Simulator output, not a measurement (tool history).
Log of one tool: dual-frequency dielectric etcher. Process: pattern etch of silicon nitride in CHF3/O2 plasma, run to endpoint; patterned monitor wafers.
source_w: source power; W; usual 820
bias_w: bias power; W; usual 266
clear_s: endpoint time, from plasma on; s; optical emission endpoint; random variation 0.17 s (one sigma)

| run | day | source_w | bias_w | incoming incoming film thickness, nm | clear_s |
|---|---|---|---|---|---|
| 1 | 0.000 | 750 | 266 | 88.2 | 49.7 |
|  | 3.917 | wet clean of the chamber |
| 2 | 3.938 | 750 | 266 | 88.9 | 50.2 |
| 3 | 11.892 | 750 | 266 | 89.0 | 50.3 |
| 4 | 15.092 | 820 | 266 | 88.0 | 48.0 |
| 5 | 24.983 | 680 | 266 | 88.2 | 52.0 |
| 6 | 28.417 | 680 | 266 | 88.3 | 52.0 |
|  | 29.888 | wet clean of the chamber |
|  | 33.725 | upper electrode replaced, of another model than before |
| 7 | 35.325 | 680 | 266 | 89.0 | 55.0 |
| 8 | 37.642 | 820 | 266 | 88.9 | 48.6 |
| 9 | 40.229 | 820 | 266 | 88.4 | 48.3 |
| 10 | 43.575 | 760 | 266 | 87.9 | 50.3 |
| 11 | 47.650 | 820 | 266 | 88.9 | 48.7 |
|  | 49.221 | bias power generator calibrated |
|  | 49.583 | source power generator calibrated |
|  | 49.717 | wet clean of the chamber |
| 12 | 50.271 | 920 | 329 | 88.5 | 42.2 |
| 13 | 53.575 | 730 | 314 | 89.0 | 49.5 |
| 14 | 55.842 | 820 | 214 | 88.4 | 50.8 |
| 15 | 59.958 | 820 | 305 | 88.2 | 45.8 |
| 16 | 61.533 | 710 | 233 | 88.8 | 54.6 |
| 17 | 66.008 | 670 | 266 | 88.2 | 54.9 |
| 18 | 68.517 | 980 | 245 | 88.1 | 43.8 |
|  | 70.646 | wet clean of the chamber |
| 19 | 71.800 | 920 | 329 | 88.7 | 42.2 |
| 20 | 75.058 | 820 | 215 | 89.1 | 51.0 |

Forecast each of these 5 alternatives for the next run:
| A | 75.075 | 820 | 266 | 89.5 | ? |
| B | 75.075 | 900 | 318 | 89.5 | ? |
| C | 75.075 | 690 | 230 | 89.5 | ? |
| D | 75.075 | 820 | 315 | 89.5 | ? |
| E | 75.075 | 880 | 266 | 89.5 | ? |

| run | clear_s |
|---|---|
| A | 48.7 |
| B | 43.8 |
| C | 56.8 |
| D | 46.4 |
| E | 46.7 |
Without the tool's hidden state the same runs would have given:
| run | clear_s |
|---|---|
| A | 48.7 |
| B | 43.8 |
| C | 56.8 |
| D | 46.4 |
| E | 46.7 |
